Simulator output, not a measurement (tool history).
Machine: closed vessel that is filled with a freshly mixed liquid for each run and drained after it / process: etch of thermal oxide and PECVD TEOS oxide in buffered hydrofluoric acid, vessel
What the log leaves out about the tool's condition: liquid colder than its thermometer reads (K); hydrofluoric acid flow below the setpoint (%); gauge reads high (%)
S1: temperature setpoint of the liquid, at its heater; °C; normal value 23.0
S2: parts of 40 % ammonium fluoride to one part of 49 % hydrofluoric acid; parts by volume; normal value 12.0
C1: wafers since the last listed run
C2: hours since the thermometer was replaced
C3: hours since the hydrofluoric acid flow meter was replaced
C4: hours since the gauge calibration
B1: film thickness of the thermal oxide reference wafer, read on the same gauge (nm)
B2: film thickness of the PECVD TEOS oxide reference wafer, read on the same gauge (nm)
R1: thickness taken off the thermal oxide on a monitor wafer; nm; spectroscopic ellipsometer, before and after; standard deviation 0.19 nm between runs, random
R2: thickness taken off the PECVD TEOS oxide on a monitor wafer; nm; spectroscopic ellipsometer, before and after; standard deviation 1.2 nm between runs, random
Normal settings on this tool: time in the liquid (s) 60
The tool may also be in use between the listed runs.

{"run": 1, "hour": 0.0, "S1": 19.0, "S2": 12.0, "time in the liquid (s)": 80, "C1": 0, "C2": 317.0, "C3": 448.0, "C4": 553.1, "B1": 100.0, "B2": 119.99, "R1": 63.62, "R2": 173.28}
{"run": 2, "hour": 64.2, "S1": 23.0, "S2": 12.0, "time in the liquid (s)": 60, "C1": 8323, "C2": 381.2, "C3": 512.2, "C4": 617.3, "B1": 100.0, "B2": 120.0, "R1": 59.09, "R2": 160.67}
{"run": 3, "hour": 114.9, "S1": 23.0, "S2": 12.0, "time in the liquid (s)": 60, "C1": 6573, "C2": 431.9, "C3": 562.9, "C4": 668.0, "B1": 100.0, "B2": 120.02, "R1": 59.21, "R2": 159.75}
{"run": 4, "hour": 167.5, "S1": 23.0, "S2": 12.0, "time in the liquid (s)": 60, "C1": 6819, "C2": 484.5, "C3": 615.5, "C4": 720.6, "B1": 100.02, "B2": 120.02, "R1": 59.14, "R2": 163.03}
{"run": 5, "hour": 214.0, "S1": 23.0, "S2": 12.0, "time in the liquid (s)": 60, "C1": 6029, "C2": 531.0, "C3": 662.0, "C4": 767.1, "B1": 100.0, "B2": 120.0, "R1": 58.99, "R2": 160.42}
{"hour": 337.5, "done": "gauge calibrated"}
{"run": 6, "hour": 396.8, "S1": 23.0, "S2": 12.0, "time in the liquid (s)": 60, "C1": 23701, "C2": 713.8, "C3": 844.8, "C4": 59.3, "B1": 99.96, "B2": 120.02, "R1": 58.8, "R2": 160.27}
{"run": 7, "hour": 465.9, "S1": 24.5, "S2": 12.0, "time in the liquid (s)": 60, "C1": 8959, "C2": 782.9, "C3": 913.9, "C4": 128.4, "B1": 100.01, "B2": 119.99, "R1": 63.87, "R2": 171.28}
{"run": 8, "hour": 507.9, "S1": 24.5, "S2": 12.0, "time in the liquid (s)": 60, "C1": 5445, "C2": 824.9, "C3": 955.9, "C4": 170.4, "B1": 100.02, "B2": 119.98, "R1": 63.75, "R2": 171.82}
{"run": 9, "hour": 536.1, "S1": 24.5, "S2": 12.0, "time in the liquid (s)": 60, "C1": 3656, "C2": 853.1, "C3": 984.1, "C4": 198.6, "B1": 100.03, "B2": 119.99, "R1": 63.51, "R2": 172.63}
{"run": 10, "hour": 595.6, "S1": 19.0, "S2": 12.0, "time in the liquid (s)": 60, "C1": 7714, "C2": 912.6, "C3": 1043.6, "C4": 258.1, "B1": 100.01, "B2": 120.01, "R1": 46.77, "R2": 125.45}
{"run": 11, "hour": 662.6, "S1": 19.0, "S2": 12.0, "time in the liquid (s)": 60, "C1": 8686, "C2": 979.6, "C3": 1110.6, "C4": 325.1, "B1": 100.0, "B2": 120.01, "R1": 46.77, "R2": 127.61}
{"run": 12, "hour": 708.4, "S1": 23.0, "S2": 12.0, "time in the liquid (s)": 60, "C1": 5938, "C2": 1025.4, "C3": 1156.4, "C4": 370.9, "B1": 100.0, "B2": 120.02, "R1": 58.21, "R2": 159.83}
{"run": 13, "hour": 774.9, "S1": 27.5, "S2": 10.5, "time in the liquid (s)": 45, "C1": 8622, "C2": 1091.9, "C3": 1222.9, "C4": 437.4, "B1": 99.98, "B2": 120.03, "R1": 63.27, "R2": 172.66}
{"hour": 780.6, "done": "thermometer replaced"}
{"run": 14, "hour": 824.0, "S1": 23.0, "S2": 16.5, "time in the liquid (s)": 80, "C1": 6236, "C2": 43.4, "C3": 1272.0, "C4": 486.5, "B1": 100.03, "B2": 120.03, "R1": 57.65, "R2": 157.14}
{"run": 15, "hour": 887.5, "S1": 23.0, "S2": 12.0, "time in the liquid (s)": 60, "C1": 8233, "C2": 106.9, "C3": 1335.5, "C4": 550.0, "B1": 100.01, "B2": 119.98, "R1": 59.05, "R2": 160.0}
{"run": 16, "hour": 957.7, "S1": 20.0, "S2": 13.5, "time in the liquid (s)": 35, "C1": 9101, "C2": 177.1, "C3": 1405.7, "C4": 620.2, "B1": 100.0, "B2": 119.98, "R1": 25.96, "R2": 70.48}
{"run": 17, "hour": 1015.7, "S1": 27.5, "S2": 15.0, "time in the liquid (s)": 60, "C1": 7520, "C2": 235.1, "C3": 1463.7, "C4": 678.2, "B1": 100.02, "B2": 120.0, "R1": 60.63, "R2": 162.98}
{"run": 18, "hour": 1064.5, "S1": 26.0, "S2": 12.0, "time in the liquid (s)": 75, "C1": 6327, "C2": 283.9, "C3": 1512.5, "C4": 727.0, "B1": 99.99, "B2": 119.99, "R1": 86.26, "R2": 234.8}
{"hour": 1103.2, "done": "hydrofluoric acid flow meter replaced"}
{"run": 19, "hour": 1106.7, "S1": 20.5, "S2": 12.0, "time in the liquid (s)": 60, "C1": 5341, "C2": 326.1, "C3": 3.5, "C4": 769.2, "B1": 99.99, "B2": 120.02, "R1": 52.03, "R2": 141.08}
{"run": 20, "hour": 1163.6, "S1": 23.0, "S2": 12.0, "time in the liquid (s)": 50, "C1": 7377, "C2": 383.0, "C3": 60.4, "C4": 826.1, "B1": 100.01, "B2": 120.0, "R1": 49.63, "R2": 136.62}
{"hour": 1179.1, "done": "gauge calibrated"}
{"run": 21, "hour": 1223.2, "S1": 23.0, "S2": 12.0, "time in the liquid (s)": 60, "C1": 7727, "C2": 442.6, "C3": 120.0, "C4": 44.1, "B1": 100.0, "B2": 120.01, "R1": 59.72, "R2": 163.83}
{"run": 22, "hour": 1249.1, "S1": 23.0, "S2": 12.0, "time in the liquid (s)": 60, "C1": 3358, "C2": 468.5, "C3": 145.9, "C4": 70.0, "B1": 99.99, "B2": 120.01, "R1": 59.59, "R2": 159.98}
{"run": 23, "hour": 1317.3, "S1": 19.0, "S2": 8.5, "time in the liquid (s)": 60, "C1": 8842, "C2": 536.7, "C3": 214.1, "C4": 138.2, "B1": 100.02, "B2": 120.01, "R1": 64.93, "R2": 174.91}
{"run": 24, "hour": 1357.4, "S1": 27.0, "S2": 8.5, "time in the liquid (s)": 50, "C1": 5199, "C2": 576.8, "C3": 254.2, "C4": 178.3, "B1": 99.97, "B2": 119.99, "R1": 83.71, "R2": 226.51}
{"run": 25, "hour": 1391.5, "S1": 25.5, "S2": 16.5, "time in the liquid (s)": 45, "C1": 4421, "C2": 610.9, "C3": 288.3, "C4": 212.4, "B1": 100.01, "B2": 119.99, "R1": 37.26, "R2": 102.19}
{"run": 26, "hour": 1456.1, "S1": 28.0, "S2": 10.5, "time in the liquid (s)": 70, "C1": 8375, "C2": 675.5, "C3": 352.9, "C4": 277.0, "B1": 99.99, "B2": 120.0, "R1": 103.1, "R2": 285.0}
{"run": 27, "hour": 1509.1, "S1": 27.0, "S2": 9.5, "time in the liquid (s)": 90, "C1": 6871, "C2": 728.5, "C3": 405.9, "C4": 330.0, "B1": 100.01, "B2": 120.0, "R1": 136.39, "R2": 370.37}

Consider 3 possible next runs. They are alternatives, not a sequence: every one starts from the tool as it was left by run 27. What does each give?
{"run": "A", "hour": 1509.8, "S1": 23.0, "S2": 12.0, "time in the liquid (s)": 60, "C1": 90, "C2": 729.2, "C3": 406.6, "C4": 330.7, "B1": "?", "B2": "?", "R1": "?", "R2": "?"}
{"run": "B", "hour": 1509.8, "S1": 28.0, "S2": 8.5, "time in the liquid (s)": 60, "C1": 90, "C2": 729.2, "C3": 406.6, "C4": 330.7, "B1": "?", "B2": "?", "R1": "?", "R2": "?"}
{"run": "C", "hour": 1509.8, "S1": 23.0, "S2": 12.0, "time in the liquid (s)": 85, "C1": 90, "C2": 729.2, "C3": 406.6, "C4": 330.7, "B1": "?", "B2": "?", "R1": "?", "R2": "?"}

run=A B1=99.98 B2=120.00 R1=59.27 R2=162.79
run=B B1=99.98 B2=120.00 R1=105.42 R2=289.53
run=C B1=99.98 B2=120.00 R1=83.97 R2=230.62
Without the tool's unlogged condition, the same runs would have read:
run=A R1=60.33 R2=165.70
run=B R1=107.32 R2=294.74
run=C R1=85.47 R2=234.74
